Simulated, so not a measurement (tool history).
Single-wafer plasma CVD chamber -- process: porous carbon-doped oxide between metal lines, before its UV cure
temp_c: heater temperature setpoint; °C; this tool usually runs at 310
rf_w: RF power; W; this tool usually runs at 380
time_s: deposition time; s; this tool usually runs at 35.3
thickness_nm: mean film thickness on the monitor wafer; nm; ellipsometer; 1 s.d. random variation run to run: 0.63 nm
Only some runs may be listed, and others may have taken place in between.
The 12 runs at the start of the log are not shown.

run	day	temp_c	rf_w	time_s	wafers since the last listed run	hours since the last thermocouple change	hours since the last RF generator calibration	hours since the showerhead was replaced	hours since the gauge calibration	read-back reference wafer on the same gauge, thickness_nm	thickness_nm
13	12.800	310	380	35.3	810	2295.8	1011.6	3364.7	1394.4	174.232	161.068
14	14.058	310	380	35.3	784	2326.0	1041.8	3394.9	1424.6	173.763	160.559
15	15.062	325	445	38.5	626	2350.1	1065.9	3419.0	1448.7	174.076	184.227
16	16.550	296	315	39.7	927	2385.8	1101.6	3454.7	1484.4	173.974	167.707
# day 16.754: gauge calibrated
# day 17.704: RF generator calibrated
17	17.725	323	380	28.4	524	2414.0	0.5	3482.9	23.3	174.173	122.991
18	18.421	310	380	35.3	433	2430.7	17.2	3499.6	40.0	173.755	160.257
19	19.046	310	330	35.3	389	2445.7	32.2	3514.6	55.0	173.818	144.041
20	20.167	310	380	35.3	699	2472.6	59.1	3541.5	81.9	174.203	160.658
21	20.817	300	380	31.3	405	2488.2	74.7	3557.1	97.5	174.122	150.380
22	24.504	320	335	38.3	2299	2576.7	163.2	3645.6	186.0	174.021	151.132
23	25.733	310	330	29.3	766	2606.2	192.7	3675.1	215.5	173.877	120.777
# day 26.817: thermocouple changed; heater temperature recalibrated
24	26.838	310	380	31.7	480	0.5	219.2	3701.6	242.0	173.863	141.856
25	27.696	310	330	29.3	535	21.1	239.8	3722.2	262.6	173.954	117.226
26	29.188	310	380	35.3	930	56.9	275.6	3758.0	298.4	173.964	155.886
# day 29.825: showerhead replaced
27	30.546	310	380	41.1	639	89.5	308.2	17.3	331.0	173.848	182.858
28	31.983	316	380	35.3	896	124.0	342.7	51.8	365.5	173.899	152.770
29	33.204	318	380	35.3	761	153.3	372.0	81.1	394.8	174.087	151.488
30	34.433	298	345	35.3	766	182.8	401.5	110.6	424.3	174.031	153.419
31	35.400	320	410	31.5	602	206.0	424.7	133.8	447.5	174.113	142.430
32	36.679	306	430	32.8	797	236.7	455.4	164.5	478.2	174.037	163.972
33	38.867	302	445	30.7	1364	289.2	507.9	217.0	530.7	174.008	160.106
34	40.142	310	380	39.8	795	319.8	538.5	247.6	561.3	173.923	176.364
35	41.242	323	380	28.4	686	346.2	564.9	274.0	587.7	174.046	119.905

3 options for the next run, each taken on its own from the tool as it stands now. Forecast them:
A	41.258	310	380	35.3	10	346.6	565.3	274.4	588.1	?	?
B	41.258	300	440	35.3	10	346.6	565.3	274.4	588.1	?	?
C	41.258	315	380	41.7	10	346.6	565.3	274.4	588.1	?	?

run	read-back reference wafer on the same gauge, thickness_nm	thickness_nm
A	173.711	157.373
B	173.711	184.270
C	173.711	180.865
With no hidden state in the tool, these same runs would have given:
run	thickness_nm
A	156.873
B	183.666
C	180.314

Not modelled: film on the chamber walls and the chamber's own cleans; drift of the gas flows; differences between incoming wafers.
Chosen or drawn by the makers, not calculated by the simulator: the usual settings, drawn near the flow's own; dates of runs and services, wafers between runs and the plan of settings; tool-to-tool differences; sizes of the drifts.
